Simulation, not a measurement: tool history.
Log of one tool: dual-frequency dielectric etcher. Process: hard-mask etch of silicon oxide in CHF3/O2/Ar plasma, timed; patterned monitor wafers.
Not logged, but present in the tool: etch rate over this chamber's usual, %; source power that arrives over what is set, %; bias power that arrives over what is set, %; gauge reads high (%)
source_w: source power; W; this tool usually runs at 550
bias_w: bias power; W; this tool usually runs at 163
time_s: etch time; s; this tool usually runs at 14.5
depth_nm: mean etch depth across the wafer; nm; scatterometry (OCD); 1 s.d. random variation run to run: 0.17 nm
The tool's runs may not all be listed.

run     day  source_w  bias_w  time_s  wafers since the last listed run  hours since the last wet clean  hours since the last source power generator calibration  hours since the last bias power generator calibration  hours since the last upper electrode change  hours since the gauge calibration  read-back reference wafer on the same gauge, depth_nm  depth_nm
  1   0.000       550     144    14.5                                 0                           183.2                                                   4846.6                                                 1342.3                                       4973.9                              145.9                                                  25.80     24.20
  2   0.825       550     144    14.5                               361                           203.0                                                   4866.4                                                 1362.1                                       4993.7                              165.7                                                  25.73     23.86
  3   1.400       550     144    14.5                               252                           216.8                                                   4880.2                                                 1375.9                                       5007.5                              179.5                                                  25.77     23.66
  4   2.162       550     163    16.5                               334                           235.1                                                   4898.5                                                 1394.2                                       5025.8                              197.8                                                  25.75     27.68
  5   3.533       550     163    16.5                               601                           268.0                                                   4931.4                                                 1427.1                                       5058.7                              230.7                                                  25.86     27.81
  6   4.692       550     163    14.5                               507                           295.8                                                   4959.2                                                 1454.9                                       5086.5                              258.5                                                  25.83     23.93
  7   5.342       550     163    12.0                               285                           311.4                                                   4974.8                                                 1470.5                                       5102.1                              274.1                                                  25.81     19.92
  8   6.429       550     163    12.0                               476                           337.5                                                   5000.9                                                 1496.6                                       5128.2                              300.2                                                  25.82     19.82
  9   7.433       480     163    14.5                               440                           361.6                                                   5025.0                                                 1520.7                                       5152.3                              324.3                                                  25.79     22.84
      8.038  -- gauge calibrated
      8.742  -- upper electrode replaced
      8.904  -- wet clean of the chamber
 10   8.925       550     163    14.5                               144                             0.5                                                   5060.8                                                 1556.5                                          4.4                               21.3                                                  25.78     25.76
 11   9.167       660     133    13.0                               105                             6.3                                                   5066.6                                                 1562.3                                         10.2                               27.1                                                  25.85     23.45
 12  10.658       620     138    12.5                               654                            42.1                                                   5102.4                                                 1598.1                                         46.0                               62.9                                                  25.73     22.22
     10.942  -- bias power generator calibrated
 13  11.750       550     163    12.0                               405                            68.3                                                   5128.6                                                   19.4                                         72.2                               89.1                                                  25.77     20.82
 14  12.412       440     144    14.5                               290                            84.2                                                   5144.5                                                   35.3                                         88.1                              105.0                                                  25.79     22.27
 15  13.121       590     202    18.5                               310                           101.2                                                   5161.5                                                   52.3                                        105.1                              122.0                                                  25.79     34.60
     13.950  -- source power generator calibrated
 16  13.971       600     163    14.5                               299                           121.6                                                      0.5                                                   72.7                                        125.5                              142.4                                                  25.84     25.96
 17  14.850       510     163    10.0                               385                           142.7                                                     21.6                                                   93.8                                        146.6                              163.5                                                  25.74     16.59
 18  15.958       550     163    14.5                               486                           169.3                                                     48.2                                                  120.4                                        173.2                              190.1                                                  25.77     24.92
 19  17.138       430     176    10.0                               517                           197.6                                                     76.5                                                  148.7                                        201.5                              218.4                                                  25.74     15.59
 20  18.588       550     163    16.0                               635                           232.4                                                    111.3                                                  183.5                                        236.3                              253.2                                                  25.74     27.19
 21  19.188       550     163    14.5                               263                           246.8                                                    125.7                                                  197.9                                        250.7                              267.6                                                  25.81     24.62

Below are 5 alternative next runs, each starting from the tool's condition after run 21. Predict each:
  A  19.204       550     163    10.0                                 7                           247.2                                                    126.1                                                  198.3                                        251.1                              268.0                                                      ?         ?
  B  19.204       460     144    10.5                                 7                           247.2                                                    126.1                                                  198.3                                        251.1                              268.0                                                      ?         ?
  C  19.204       670     125    18.0                                 7                           247.2                                                    126.1                                                  198.3                                        251.1                              268.0                                                      ?         ?
  D  19.204       590     137    16.5                                 7                           247.2                                                    126.1                                                  198.3                                        251.1                              268.0                                                      ?         ?
  E  19.204       550     163    11.5                                 7                           247.2                                                    126.1                                                  198.3                                        251.1                              268.0                                                      ?         ?

run  read-back reference wafer on the same gauge, depth_nm  depth_nm
  A                                                  25.83     16.96
  B                                                  25.83     16.01
  C                                                  25.83     31.53
  D                                                  25.83     27.83
  E                                                  25.83     19.51
The same runs, with their run-to-run variation unchanged, on a tool lacking any hidden condition would have given:
run  depth_nm
  A     17.35
  B     16.37
  C     32.24
  D     28.46
  E     19.95

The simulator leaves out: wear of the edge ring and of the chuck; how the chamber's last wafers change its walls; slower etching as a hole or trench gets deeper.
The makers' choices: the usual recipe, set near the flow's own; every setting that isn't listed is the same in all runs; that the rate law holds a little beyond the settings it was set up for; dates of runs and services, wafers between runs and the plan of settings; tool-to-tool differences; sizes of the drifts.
